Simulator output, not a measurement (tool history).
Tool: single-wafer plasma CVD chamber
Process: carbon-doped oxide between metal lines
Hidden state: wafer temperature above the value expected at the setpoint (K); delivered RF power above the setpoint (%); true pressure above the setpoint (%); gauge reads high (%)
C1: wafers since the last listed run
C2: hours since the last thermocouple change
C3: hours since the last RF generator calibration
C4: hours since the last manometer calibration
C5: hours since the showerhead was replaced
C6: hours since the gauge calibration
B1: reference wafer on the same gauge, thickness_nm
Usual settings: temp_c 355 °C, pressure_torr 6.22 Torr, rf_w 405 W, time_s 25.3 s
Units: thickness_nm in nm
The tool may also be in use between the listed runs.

Run 1, hour 0: usual settings; C1 0; C2 560.3; C3 1574; C4 2000.8; C5 4967.3; C6 1917.7; B1 130.158. Result: thickness_nm 110.595 nm.
Run 2, hour 37.2: usual settings; C1 840; C2 597.5; C3 1611.2; C4 2038; C5 5004.5; C6 1954.9; B1 130.193. Result: thickness_nm 110.971 nm.
At hour 64.3: gauge calibrated.
Run 3, hour 94.7: usual settings but temp_c 361 °C; C1 1299; C2 655; C3 1668.7; C4 2095.5; C5 5062; C6 30.4; B1 130.06. Result: thickness_nm 109.196 nm.
Run 4, hour 143.2: usual settings but rf_w 365 W; C1 1095; C2 703.5; C3 1717.2; C4 2144; C5 5110.5; C6 78.9; B1 129.941. Result: thickness_nm 100.355 nm.
Run 5, hour 187.5: usual settings but rf_w 365 W; C1 1000; C2 747.8; C3 1761.5; C4 2188.3; C5 5154.8; C6 123.2; B1 130.11. Result: thickness_nm 100.715 nm.
At hour 234: RF generator calibrated.
Run 6, hour 249: usual settings but rf_w 365 W; C1 1208; C2 809.3; C3 15; C4 2249.8; C5 5216.3; C6 184.7; B1 130.05. Result: thickness_nm 101.335 nm.
Run 7, hour 286.9: usual settings but rf_w 350 W; C1 856; C2 847.2; C3 52.9; C4 2287.7; C5 5254.2; C6 222.6; B1 130.008. Result: thickness_nm 97.84 nm.
Run 8, hour 325.9: usual settings but rf_w 350 W; C1 881; C2 886.2; C3 91.9; C4 2326.7; C5 5293.2; C6 261.6; B1 129.941. Result: thickness_nm 96.128 nm.
Run 9, hour 367.1: usual settings but pressure_torr 5.73 Torr, rf_w 345 W; C1 930; C2 927.4; C3 133.1; C4 2367.9; C5 5334.4; C6 302.8; B1 129.941. Result: thickness_nm 94.521 nm.
Run 10, hour 424.6: usual settings but temp_c 345 °C, pressure_torr 5.09 Torr, time_s 21 s; C1 1299; C2 984.9; C3 190.6; C4 2425.4; C5 5391.9; C6 360.3; B1 129.918. Result: thickness_nm 94.292 nm.
At hour 443.8: capacitance manometer re-zeroed and calibrated.
Run 11, hour 484.8: usual settings; C1 1179; C2 1045.1; C3 250.8; C4 41; C5 5452.1; C6 420.5; B1 129.888. Result: thickness_nm 110.742 nm.
At hour 586.6: thermocouple changed; heater temperature recalibrated.
Run 12, hour 611.6: usual settings but temp_c 361 °C, time_s 26.9 s; C1 2683; C2 25; C3 377.6; C4 167.8; C5 5578.9; C6 547.3; B1 130.007. Result: thickness_nm 116.028 nm.
At hour 647.5: showerhead replaced.
Run 13, hour 655.4: usual settings; C1 808; C2 68.8; C3 421.4; C4 211.6; C5 7.9; C6 591.1; B1 129.97. Result: thickness_nm 110.631 nm.
Run 14, hour 694.6: usual settings but pressure_torr 4.72 Torr; C1 885; C2 108; C3 460.6; C4 250.8; C5 47.1; C6 630.3; B1 129.917. Result: thickness_nm 108.768 nm.
Run 15, hour 720.4: usual settings but temp_c 345 °C, rf_w 465 W; C1 582; C2 133.8; C3 486.4; C4 276.6; C5 72.9; C6 656.1; B1 129.981. Result: thickness_nm 128.599 nm.
Run 16, hour 776.9: usual settings; C1 1276; C2 190.3; C3 542.9; C4 333.1; C5 129.4; C6 712.6; B1 129.967. Result: thickness_nm 109.999 nm.
Run 17, hour 837.5: usual settings but temp_c 370 °C, pressure_torr 6.63 Torr, rf_w 345 W, time_s 27 s; C1 1369; C2 250.9; C3 603.5; C4 393.7; C5 190; C6 773.2; B1 130.002. Result: thickness_nm 98.411 nm.
Run 18, hour 880.4: usual settings but temp_c 363 °C, pressure_torr 6.77 Torr; C1 969; C2 293.8; C3 646.4; C4 436.6; C5 232.9; C6 816.1; B1 129.942. Result: thickness_nm 108.65 nm.
Run 19, hour 917.3: usual settings; C1 833; C2 330.7; C3 683.3; C4 473.5; C5 269.8; C6 853; B1 130.107. Result: thickness_nm 110.288 nm.
Run 20, hour 954.6: usual settings but pressure_torr 7.14 Torr, rf_w 450 W, time_s 22.2 s; C1 842; C2 368; C3 720.6; C4 510.8; C5 307.1; C6 890.3; B1 129.894. Result: thickness_nm 107.506 nm.
Run 21, hour 1025: usual settings but rf_w 445 W; C1 1590; C2 438.4; C3 791; C4 581.2; C5 377.5; C6 960.7; B1 129.835. Result: thickness_nm 120.719 nm.
Run 22, hour 1203.6: usual settings but pressure_torr 6.83 Torr; C1 4034; C2 617; C3 969.6; C4 759.8; C5 556.1; C6 1139.3; B1 130.051. Result: thickness_nm 112.445 nm.
Run 23, hour 1231.2: usual settings; C1 623; C2 644.6; C3 997.2; C4 787.4; C5 583.7; C6 1166.9; B1 129.851. Result: thickness_nm 110.217 nm.

Forecast run 24:
Run 24, hour 1263.6: usual settings; C1 731; C2 677; C3 1029.6; C4 819.8; C5 616.1; C6 1199.3; B1 ?. Result: thickness_nm ?.

{"run 24": {"B1": 130.075, "thickness_nm": 110.448}}
Without the tool's hidden state the same run would have given thickness_nm 110.448 nm.
